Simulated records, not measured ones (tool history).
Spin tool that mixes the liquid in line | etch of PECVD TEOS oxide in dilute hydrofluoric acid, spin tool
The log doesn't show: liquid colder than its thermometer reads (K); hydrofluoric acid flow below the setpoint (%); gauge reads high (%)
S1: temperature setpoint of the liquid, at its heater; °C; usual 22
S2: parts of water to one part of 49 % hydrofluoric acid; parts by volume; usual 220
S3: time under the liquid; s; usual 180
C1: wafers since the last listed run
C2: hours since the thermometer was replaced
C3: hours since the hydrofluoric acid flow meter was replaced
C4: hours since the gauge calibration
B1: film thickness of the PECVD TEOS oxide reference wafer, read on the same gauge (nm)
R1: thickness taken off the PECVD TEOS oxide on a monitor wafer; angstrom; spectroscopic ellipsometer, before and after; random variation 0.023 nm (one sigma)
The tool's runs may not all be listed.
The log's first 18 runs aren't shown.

run     day    S1   S2   S3   C1      C2     C3     C4      B1     R1
 19   9.317    22  295  180   76  2178.5   68.9   92.3     100   40.8
 20   9.658    22  280  135   57  2186.7   77.1  100.5  100.01   32.7
     10.092  -- thermometer replaced
 21  10.238    22  295  180   91     3.5     91  114.4   99.99   44.2
 22  10.854  24.5  315  135  104    18.3  105.8  129.2   99.96   33.2
 23  11.379    22  180  270   88    30.9  118.4  141.8     100  121.5
 24  11.704  26.5  220  145   55    38.7  126.2  149.6  100.01   60.1
 25  11.992    27  170  180   48    45.6  133.1  156.5  100.01  103.8
 26  12.521    18  320  180   89    58.3  145.8  169.2     100   34.1
 27  12.888    22  120  180   62    67.1  154.6    178     100  128.5
 28  13.438    22  220  120   93    80.3  167.8  191.2     100   42.2
 29  13.879    22  220  115   74    90.9  178.4  201.8     100     40
 30  15.612    22  255  275  293   132.5    220  243.4  100.01   79.9
 31  16.204    22  305  180  100   146.7  234.2  257.6  100.03   41.6
 32  16.712    19  140  180   86   158.9  246.4  269.8  100.02     95
 33  17.067    22  220  180   60   167.4  254.9  278.3   99.98   62.4

4 ways to go on from here, each from the tool as it stands after run 33. What would each give?
  A  17.088  22  160  180   3  167.9  255.4  278.8   ?   ?
  B  17.088  22  185   85   3  167.9  255.4  278.8   ?   ?
  C  17.088  26  255  290   3  167.9  255.4  278.8   ?   ?
  D  17.088  20  185  180   3  167.9  255.4  278.8   ?   ?

run      B1    R1
  A  100.01  91.1
  B  100.01  36.2
  C  100.01  96.4
  D  100.01    71
Without the tool's hidden state the same runs would have given:
run     R1
  A     95
  B   37.8
  C  100.5
  D   74.1
